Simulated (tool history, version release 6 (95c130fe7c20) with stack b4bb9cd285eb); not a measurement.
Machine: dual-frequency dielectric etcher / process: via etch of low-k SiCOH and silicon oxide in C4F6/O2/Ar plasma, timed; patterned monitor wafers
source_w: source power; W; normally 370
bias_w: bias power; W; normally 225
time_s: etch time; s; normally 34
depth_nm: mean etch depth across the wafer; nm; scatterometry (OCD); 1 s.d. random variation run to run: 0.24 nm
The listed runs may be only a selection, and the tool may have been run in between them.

run,hour,source_w,bias_w,time_s,"read-back reference wafer on the same gauge, depth_nm",depth_nm
1,0,370,225,30,98.3,78.2
2,17.4,370,225,30,98.4,78.1
3,46,370,225,34,98.1,88.2
4,74.5,370,256,34,98.2,93.5
5,96.3,370,256,34,98.2,94.1
6,119.5,370,225,39.5,98.1,102.7
7,142.7,370,225,34,98.2,89.2
# hour 170.3: upper electrode replaced
8,174.7,370,225,34,98.1,89.4
9,200.7,370,225,34,98.2,89.6
# hour 240.4: gauge calibrated
10,258.6,370,225,34,98.2,89.8
11,277.1,370,225,34,98.2,89.8
12,289.3,370,225,34,98.3,89.4
# hour 300.1: source power generator calibrated
# hour 304.7: bias power generator calibrated
13,318.1,370,200,40,98.2,101
14,345.4,370,225,34,98.3,90.3
# hour 371: wet clean of the chamber
15,371.5,370,240,40,98.2,99.9
16,385.1,370,225,34,98.2,83
# hour 441.6: wet clean of the chamber, repeated, since the last time left the tool worse
17,442.1,320,241,31,98.2,76.8
18,442.4,430,259,37.5,98.2,110.5
19,460,370,194,34,98.2,82.6
20,476.5,340,225,34,98.2,83.6
21,499.4,440,181,28,98.2,72.4
22,517.1,320,189,24,98.1,53.6
23,533.7,320,263,34,98.2,87.3
24,547.9,370,225,34,98.4,88.2

What if the next run were any one of these 4? Each begins from the tool's condition after run 24:
A,548.3,370,225,34,?,?
B,548.3,370,173,34,?,?
C,548.3,300,225,30,?,?
D,548.3,440,261,30,?,?

run,"read-back reference wafer on the same gauge, depth_nm",depth_nm
A,98.2,88.3
B,98.2,79.1
C,98.2,69.9
D,98.2,90.2
Stripped of hidden state, with their random variation kept, the same runs would have yielded:
run,depth_nm
A,87.6
B,78.4
C,69.3
D,89.4
